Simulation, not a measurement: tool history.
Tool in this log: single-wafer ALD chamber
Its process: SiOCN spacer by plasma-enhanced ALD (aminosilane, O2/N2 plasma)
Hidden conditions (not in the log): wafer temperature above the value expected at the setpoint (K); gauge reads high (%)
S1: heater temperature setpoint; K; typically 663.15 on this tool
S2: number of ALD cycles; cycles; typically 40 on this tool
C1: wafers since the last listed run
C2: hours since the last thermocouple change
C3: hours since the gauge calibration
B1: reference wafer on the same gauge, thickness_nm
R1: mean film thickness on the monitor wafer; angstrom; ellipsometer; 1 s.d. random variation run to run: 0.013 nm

| run | hour | S1 | S2 | C1 | C2 | C3 | B1 | R1 |
|---|---|---|---|---|---|---|---|---|
| 1 | 0.0 | 663.15 | 40 | 0 | 165.9 | 274.2 | 2.089 | 23.34 |
| 2 | 35.3 | 659.15 | 40 | 181 | 201.2 | 309.5 | 2.088 | 23.31 |
| 3 | 85.2 | 659.15 | 40 | 256 | 251.1 | 359.4 | 2.094 | 23.50 |
| 4 | 123.3 | 663.15 | 40 | 195 | 289.2 | 397.5 | 2.089 | 23.79 |
| 5 | 191.8 | 663.15 | 40 | 352 | 357.7 | 466.0 | 2.092 | 23.42 |
| 6 | 220.2 | 663.15 | 40 | 145 | 386.1 | 494.4 | 2.089 | 23.47 |
| 7 | 278.0 | 663.15 | 40 | 297 | 443.9 | 552.2 | 2.088 | 23.51 |
| 8 | 314.3 | 663.15 | 40 | 186 | 480.2 | 588.5 | 2.089 | 23.47 |
| 9 | 353.3 | 663.15 | 40 | 200 | 519.2 | 627.5 | 2.092 | 23.27 |
| 10 | 516.8 | 663.15 | 40 | 840 | 682.7 | 791.0 | 2.085 | 23.47 |
| 11 | 711.3 | 663.15 | 40 | 999 | 877.2 | 985.5 | 2.090 | 23.14 |
| 12 | 774.1 | 663.15 | 40 | 322 | 940.0 | 1048.3 | 2.091 | 23.30 |
| 13 | 817.6 | 663.15 | 45 | 223 | 983.5 | 1091.8 | 2.090 | 26.10 |
| 14 | 854.6 | 663.15 | 45 | 190 | 1020.5 | 1128.8 | 2.090 | 26.37 |
| 15 | 912.0 | 663.15 | 45 | 295 | 1077.9 | 1186.2 | 2.090 | 26.30 |
|  | 923.7 | gauge calibrated |
| 16 | 957.5 | 663.15 | 40 | 233 | 1123.4 | 33.8 | 2.087 | 23.45 |
| 17 | 1004.5 | 670.15 | 40 | 241 | 1170.4 | 80.8 | 2.088 | 23.61 |
| 18 | 1049.6 | 676.15 | 35 | 231 | 1215.5 | 125.9 | 2.085 | 20.49 |
| 19 | 1102.7 | 672.15 | 48 | 272 | 1268.6 | 179.0 | 2.091 | 27.88 |
| 20 | 1140.2 | 663.15 | 40 | 192 | 1306.1 | 216.5 | 2.089 | 23.46 |
| 21 | 1207.5 | 671.15 | 35 | 345 | 1373.4 | 283.8 | 2.088 | 20.43 |
| 22 | 1274.6 | 675.15 | 40 | 344 | 1440.5 | 350.9 | 2.088 | 23.29 |
|  | 1325.8 | thermocouple changed; heater temperature recalibrated |
| 23 | 1326.3 | 663.15 | 33 | 224 | 0.5 | 402.6 | 2.090 | 19.40 |
| 24 | 1366.8 | 663.15 | 48 | 208 | 41.0 | 443.1 | 2.085 | 28.28 |
| 25 | 1429.0 | 663.15 | 44 | 319 | 103.2 | 505.3 | 2.086 | 26.10 |
| 26 | 1493.2 | 663.15 | 40 | 329 | 167.4 | 569.5 | 2.087 | 23.39 |
| 27 | 1537.7 | 677.15 | 40 | 228 | 211.9 | 614.0 | 2.088 | 23.08 |
| 28 | 1608.9 | 663.15 | 40 | 365 | 283.1 | 685.2 | 2.085 | 23.67 |
| 29 | 1646.7 | 649.15 | 47 | 194 | 320.9 | 723.0 | 2.089 | 27.36 |
| 30 | 1708.5 | 675.15 | 34 | 317 | 382.7 | 784.8 | 2.089 | 19.79 |
| 31 | 1753.3 | 663.15 | 47 | 230 | 427.5 | 829.6 | 2.091 | 27.60 |
| 32 | 1809.1 | 653.15 | 34 | 286 | 483.3 | 885.4 | 2.090 | 19.82 |
| 33 | 1843.6 | 663.15 | 40 | 177 | 517.8 | 919.9 | 2.089 | 23.60 |

Across each entry between runs, compare the hidden state at the last listed run before it with the hidden state at the first listed run after it:
Runs 15 to 16: gauge calibrated (hour 923.7)
  the hidden state is the same at both runs
Runs 22 to 23: thermocouple changed; heater temperature recalibrated (hour 1325.8)
  the hidden state is the same at both runs
